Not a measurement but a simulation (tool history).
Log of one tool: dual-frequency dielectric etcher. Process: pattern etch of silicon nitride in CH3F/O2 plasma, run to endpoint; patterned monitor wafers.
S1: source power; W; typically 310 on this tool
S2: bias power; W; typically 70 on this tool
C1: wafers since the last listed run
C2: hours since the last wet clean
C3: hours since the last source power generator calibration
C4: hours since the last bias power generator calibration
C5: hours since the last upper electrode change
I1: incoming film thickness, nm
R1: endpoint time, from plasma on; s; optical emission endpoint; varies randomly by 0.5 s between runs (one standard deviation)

run 1 day=0 | S1=310 S2=70 | C1=0 C2=409.8 C3=1722.3 C4=3744.6 C5=4742 | I1=85.7 | R1=108.8
run 2 day=0.425 | S1=310 S2=70 | C1=81 C2=420 C3=1732.5 C4=3754.8 C5=4752.2 | I1=84.5 | R1=107.1
run 3 day=1.112 | S1=310 S2=70 | C1=132 C2=436.5 C3=1749 C4=3771.3 C5=4768.7 | I1=86 | R1=109.2
run 4 day=1.671 | S1=310 S2=70 | C1=107 C2=449.9 C3=1762.4 C4=3784.7 C5=4782.1 | I1=85.9 | R1=109.2
run 5 day=2.362 | S1=310 S2=70 | C1=132 C2=466.5 C3=1779 C4=3801.3 C5=4798.7 | I1=85.6 | R1=108.6
run 6 day=2.962 | S1=310 S2=70 | C1=115 C2=480.9 C3=1793.4 C4=3815.7 C5=4813.1 | I1=85.9 | R1=108.7
run 7 day=3.575 | S1=310 S2=82 | C1=117 C2=495.6 C3=1808.1 C4=3830.4 C5=4827.8 | I1=84 | R1=99
run 8 day=4.079 | S1=310 S2=82 | C1=96 C2=507.7 C3=1820.2 C4=3842.5 C5=4839.9 | I1=86.3 | R1=101.7
run 9 day=4.783 | S1=310 S2=74 | C1=135 C2=524.6 C3=1837.1 C4=3859.4 C5=4856.8 | I1=86 | R1=106.2
-- day=5.388 bias power generator calibrated
run 10 day=5.408 | S1=310 S2=76 | C1=88 C2=539.6 C3=1852.1 C4=0.5 C5=4871.8 | I1=85.4 | R1=103.5
run 11 day=5.821 | S1=310 S2=76 | C1=79 C2=549.5 C3=1862 C4=10.4 C5=4881.7 | I1=85.5 | R1=103
run 12 day=6.429 | S1=310 S2=76 | C1=116 C2=564.1 C3=1876.6 C4=25 C5=4896.3 | I1=85.7 | R1=103.2
run 13 day=6.788 | S1=310 S2=70 | C1=68 C2=572.7 C3=1885.2 C4=33.6 C5=4904.9 | I1=85.5 | R1=106.8
run 14 day=7.196 | S1=350 S2=88 | C1=78 C2=582.5 C3=1895 C4=43.4 C5=4914.7 | I1=84.3 | R1=90.6
-- day=7.404 source power generator calibrated
run 15 day=7.879 | S1=310 S2=70 | C1=99 C2=598.9 C3=11.4 C4=59.8 C5=4931.1 | I1=85.2 | R1=106.7
run 16 day=8.588 | S1=350 S2=83 | C1=136 C2=615.9 C3=28.4 C4=76.8 C5=4948.1 | I1=86.6 | R1=95.2
-- day=10.3 wet clean of the chamber
run 17 day=10.475 | S1=250 S2=87 | C1=170 C2=4.2 C3=73.7 C4=122.1 C5=4993.4 | I1=85.1 | R1=109.9
-- day=11.858 upper electrode replaced
run 18 day=12.533 | S1=240 S2=70 | C1=203 C2=53.6 C3=123.1 C4=171.5 C5=16.2 | I1=85.1 | R1=124.5
run 19 day=12.788 | S1=310 S2=77 | C1=48 C2=59.7 C3=129.2 C4=177.6 C5=22.3 | I1=85 | R1=106.5
run 20 day=13.258 | S1=310 S2=88 | C1=90 C2=71 C3=140.5 C4=188.9 C5=33.6 | I1=85.9 | R1=100.1
run 21 day=13.604 | S1=310 S2=55 | C1=66 C2=79.3 C3=148.8 C4=197.2 C5=41.9 | I1=85.4 | R1=123.8
run 22 day=14.058 | S1=270 S2=65 | C1=87 C2=90.2 C3=159.7 C4=208.1 C5=52.8 | I1=85.4 | R1=120.9
run 23 day=14.767 | S1=380 S2=82 | C1=136 C2=107.2 C3=176.7 C4=225.1 C5=69.8 | I1=84.5 | R1=94.1
run 24 day=15.046 | S1=350 S2=70 | C1=53 C2=113.9 C3=183.4 C4=231.8 C5=76.5 | I1=85.2 | R1=105
run 25 day=15.492 | S1=250 S2=64 | C1=85 C2=124.6 C3=194.1 C4=242.5 C5=87.2 | I1=85.5 | R1=127.5
run 26 day=15.842 | S1=310 S2=70 | C1=67 C2=133 C3=202.5 C4=250.9 C5=95.6 | I1=86.1 | R1=110.8
run 27 day=16.254 | S1=310 S2=70 | C1=79 C2=142.9 C3=212.4 C4=260.8 C5=105.5 | I1=85 | R1=109.3

A few steps of R1 between consecutive runs. Split each: what settings, incoming material and random variation would produce without the hidden state, and what is left over for the hidden state, along with gauge scatter present in only one of the two compared results (measured, and without hidden state):
Hidden state at play: etch rate over this chamber's usual, %; source power that arrives over what is set, %; bias power that arrives over what is set, %.
Run 14 -> 15: S1 350 -> 310, S2 88 -> 70, source power generator calibrated. R1 +16.1 s: hidden state -0.8, all else +16.9.
Run 16 -> 17: S1 350 -> 250, S2 83 -> 87, wet clean of the chamber. R1 +14.7 s: hidden state +4.6, all else +10.1.
Run 20 -> 21: S2 88 -> 55. R1 +23.7 s: hidden state -0.2, all else +23.9.
Run 22 -> 23: S1 270 -> 380, S2 65 -> 82. R1 -26.8 s: hidden state +0, all else -26.8.
